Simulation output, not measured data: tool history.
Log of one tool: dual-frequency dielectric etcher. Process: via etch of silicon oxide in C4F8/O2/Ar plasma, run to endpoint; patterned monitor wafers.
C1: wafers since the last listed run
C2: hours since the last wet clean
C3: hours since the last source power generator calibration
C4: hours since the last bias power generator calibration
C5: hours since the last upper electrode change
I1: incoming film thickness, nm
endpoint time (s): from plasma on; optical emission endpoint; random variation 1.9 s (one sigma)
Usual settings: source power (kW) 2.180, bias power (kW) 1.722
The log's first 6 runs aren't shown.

Run 7, day 5.608: usual settings; C1 89; C2 195.9; C3 3547.5; C4 2271.8; C5 3120.8; I1 1153.7. Result: endpoint time (s) 235.4.
Run 8, day 6.488: usual settings but source power (kW) 1.750, bias power (kW) 1.501; C1 110; C2 217.0; C3 3568.6; C4 2292.9; C5 3141.9; I1 1148.0. Result: endpoint time (s) 258.2.
Run 9, day 7.658: usual settings but source power (kW) 1.750, bias power (kW) 1.501; C1 146; C2 245.1; C3 3596.7; C4 2321.0; C5 3170.0; I1 1149.2. Result: endpoint time (s) 260.5.
Run 10, day 8.658: usual settings but source power (kW) 1.750, bias power (kW) 1.501; C1 125; C2 269.1; C3 3620.7; C4 2345.0; C5 3194.0; I1 1150.2. Result: endpoint time (s) 259.6.
Run 11, day 9.471: usual settings but bias power (kW) 1.601; C1 101; C2 288.6; C3 3640.2; C4 2364.5; C5 3213.5; I1 1132.6. Result: endpoint time (s) 233.2.
Run 12, day 10.492: usual settings but bias power (kW) 1.601; C1 128; C2 313.1; C3 3664.7; C4 2389.0; C5 3238.0; I1 1143.6. Result: endpoint time (s) 233.2.
Run 13, day 11.142: usual settings; C1 81; C2 328.7; C3 3680.3; C4 2404.6; C5 3253.6; I1 1145.7. Result: endpoint time (s) 230.2.
Run 14, day 11.971: usual settings; C1 103; C2 348.6; C3 3700.2; C4 2424.5; C5 3273.5; I1 1155.4. Result: endpoint time (s) 231.6.
Run 15, day 12.562: usual settings; C1 74; C2 362.8; C3 3714.4; C4 2438.7; C5 3287.7; I1 1148.5. Result: endpoint time (s) 231.0.
Run 16, day 13.638: usual settings but source power (kW) 2.320; C1 134; C2 388.6; C3 3740.2; C4 2464.5; C5 3313.5; I1 1144.9. Result: endpoint time (s) 222.6.
Run 17, day 14.729: usual settings; C1 136; C2 414.8; C3 3766.4; C4 2490.7; C5 3339.7; I1 1150.6. Result: endpoint time (s) 227.6.
Run 18, day 16.108: usual settings but source power (kW) 2.410, bias power (kW) 2.097; C1 172; C2 447.9; C3 3799.5; C4 2523.8; C5 3372.8; I1 1146.1. Result: endpoint time (s) 212.9.
At day 19.488: wet clean of the chamber.
Run 19, day 19.550: usual settings but bias power (kW) 1.974; C1 306; C2 1.5; C3 3882.1; C4 2606.4; C5 3455.4; I1 1149.0. Result: endpoint time (s) 231.5.
Run 20, day 20.654: usual settings but source power (kW) 2.450, bias power (kW) 2.020; C1 138; C2 28.0; C3 3908.6; C4 2632.9; C5 3481.9; I1 1163.9. Result: endpoint time (s) 224.4.

Forecast run 21:
Run 21, day 21.308: usual settings; C1 82; C2 43.7; C3 3924.3; C4 2648.6; C5 3497.6; I1 1144.3. Result: endpoint time (s) ?.

Run 21 gave endpoint time (s) 237.5.
Without the tool's hidden state the same run would have given endpoint time (s) 238.5.

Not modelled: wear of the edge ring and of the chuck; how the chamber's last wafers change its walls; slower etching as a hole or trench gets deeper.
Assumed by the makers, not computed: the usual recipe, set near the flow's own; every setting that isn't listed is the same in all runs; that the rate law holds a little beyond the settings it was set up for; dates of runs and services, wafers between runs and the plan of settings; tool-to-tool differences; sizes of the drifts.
